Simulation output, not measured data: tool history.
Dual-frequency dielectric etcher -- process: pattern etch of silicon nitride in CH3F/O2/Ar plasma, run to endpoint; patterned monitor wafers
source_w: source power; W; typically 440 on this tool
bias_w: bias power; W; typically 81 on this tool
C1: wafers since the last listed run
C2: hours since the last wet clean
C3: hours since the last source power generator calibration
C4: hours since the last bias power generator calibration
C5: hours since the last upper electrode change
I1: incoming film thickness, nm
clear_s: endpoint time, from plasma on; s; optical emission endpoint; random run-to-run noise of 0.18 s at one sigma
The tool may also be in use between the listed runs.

Run 1, hour 0: usual settings; C1 0; C2 247.1; C3 2789.9; C4 3410.6; C5 1887.1; I1 35.1. Result: clear_s 47 s.
Run 2, hour 24.9: usual settings but source_w 470 W; C1 438; C2 272; C3 2814.8; C4 3435.5; C5 1912; I1 34.9. Result: clear_s 45.8 s.
Run 3, hour 45.6: usual settings but source_w 470 W; C1 364; C2 292.7; C3 2835.5; C4 3456.2; C5 1932.7; I1 34.96. Result: clear_s 45.6 s.
Run 4, hour 78.6: usual settings but source_w 470 W; C1 581; C2 325.7; C3 2868.5; C4 3489.2; C5 1965.7; I1 34.93. Result: clear_s 45.3 s.
Run 5, hour 109.6: usual settings; C1 545; C2 356.7; C3 2899.5; C4 3520.2; C5 1996.7; I1 35.42. Result: clear_s 47 s.
Run 6, hour 124.3: usual settings; C1 258; C2 371.4; C3 2914.2; C4 3534.9; C5 2011.4; I1 35.27. Result: clear_s 46.7 s.
At hour 153.3: bias power generator calibrated.
Run 7, hour 153.7: usual settings; C1 447; C2 400.8; C3 2943.6; C4 0.4; C5 2040.8; I1 34.78. Result: clear_s 46.4 s.
Run 8, hour 189.3: usual settings; C1 626; C2 436.4; C3 2979.2; C4 36; C5 2076.4; I1 35.04. Result: clear_s 46.3 s.
Run 9, hour 213.4: usual settings; C1 424; C2 460.5; C3 3003.3; C4 60.1; C5 2100.5; I1 35.19. Result: clear_s 46.5 s.
Run 10, hour 230: usual settings but source_w 480 W; C1 292; C2 477.1; C3 3019.9; C4 76.7; C5 2117.1; I1 34.95. Result: clear_s 44.3 s.
Run 11, hour 263.9: usual settings but source_w 360 W, bias_w 70 W; C1 596; C2 511; C3 3053.8; C4 110.6; C5 2151; I1 35.08. Result: clear_s 52.3 s.
At hour 277.1: source power generator calibrated.
At hour 317.9: wet clean of the chamber.
Run 12, hour 318.4: usual settings; C1 466; C2 0.5; C3 41.3; C4 165.1; C5 2205.5; I1 35.21. Result: clear_s 48 s.
Run 13, hour 326.9: usual settings but source_w 370 W; C1 149; C2 9; C3 49.8; C4 173.6; C5 2214; I1 34.76. Result: clear_s 50.6 s.
At hour 356.4: upper electrode replaced.
Run 14, hour 356.9: usual settings; C1 105; C2 39; C3 79.8; C4 203.6; C5 0.5; I1 34.82. Result: clear_s 47.5 s.
Run 15, hour 364.4: usual settings but source_w 480 W, bias_w 71 W; C1 132; C2 46.5; C3 87.3; C4 211.1; C5 8; I1 34.84. Result: clear_s 48.7 s.
Run 16, hour 377.8: usual settings but bias_w 88 W; C1 235; C2 59.9; C3 100.7; C4 224.5; C5 21.4; I1 34.75. Result: clear_s 45.8 s.
Run 17, hour 406.8: usual settings but source_w 520 W, bias_w 73 W; C1 510; C2 88.9; C3 129.7; C4 253.5; C5 50.4; I1 34.94. Result: clear_s 46.6 s.
Run 18, hour 419.7: usual settings but source_w 400 W, bias_w 100 W; C1 227; C2 101.8; C3 142.6; C4 266.4; C5 63.3; I1 34.88. Result: clear_s 44.5 s.
Run 19, hour 449.5: usual settings but source_w 530 W; C1 524; C2 131.6; C3 172.4; C4 296.2; C5 93.1; I1 34.76. Result: clear_s 43.9 s.

Each row is a separate what-if for the run after 19, all from the same tool condition, not one after another. Results?
Run A, hour 449.9: usual settings; C1 7; C2 132; C3 172.8; C4 296.6; C5 93.5; I1 35.05. Result: clear_s ?.
Run B, hour 449.9: usual settings but source_w 360 W; C1 7; C2 132; C3 172.8; C4 296.6; C5 93.5; I1 35.05. Result: clear_s ?.
Run C, hour 449.9: usual settings but source_w 400 W, bias_w 64 W; C1 7; C2 132; C3 172.8; C4 296.6; C5 93.5; I1 35.05. Result: clear_s ?.

run  clear_s
  A     47.3
  B     50.7
  C     54.1
Stripped of hidden state, with their random variation kept, the same runs would have yielded:
run  clear_s
  A       48
  B     51.4
  C     54.9
